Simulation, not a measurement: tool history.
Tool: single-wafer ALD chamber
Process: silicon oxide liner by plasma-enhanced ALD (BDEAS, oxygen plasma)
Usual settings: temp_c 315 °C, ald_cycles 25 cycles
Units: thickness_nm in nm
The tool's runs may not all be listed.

run	hour	temp_c	ald_cycles	read-back reference wafer on the same gauge, thickness_nm	thickness_nm
1	0.0	315	25	2.611	2.305
2	31.7	315	25	2.612	2.323
3	56.6	315	25	2.609	2.318
4	71.8	315	25	2.611	2.307
5	93.9	315	25	2.610	2.310
6	123.1	315	25	2.607	2.317
7	142.8	315	28	2.605	2.592
8	177.9	315	25	2.602	2.302
9	204.8	315	25	2.604	2.302
10	222.3	304	23	2.603	2.143
11	243.3	315	25	2.597	2.312
12	256.9	315	25	2.594	2.300
13	269.9	305	23	2.596	2.140
# hour 312.3: gauge calibrated
# hour 333.6: thermocouple changed; heater temperature recalibrated
14	362.6	315	25	2.622	2.315
15	379.7	326	21	2.621	1.921
16	401.5	325	21	2.618	1.921
17	418.4	322	28	2.616	2.582
18	452.5	329	21	2.620	1.923

Forecast each of these 3 alternatives for the next run:
A	452.9	315	25	?	?
B	452.9	325	27	?	?
C	452.9	301	21	?	?

run	read-back reference wafer on the same gauge, thickness_nm	thickness_nm
A	2.618	2.321
B	2.618	2.475
C	2.618	1.984
Without the tool's hidden state the same runs would have given:
run	thickness_nm
A	2.323
B	2.477
C	1.985
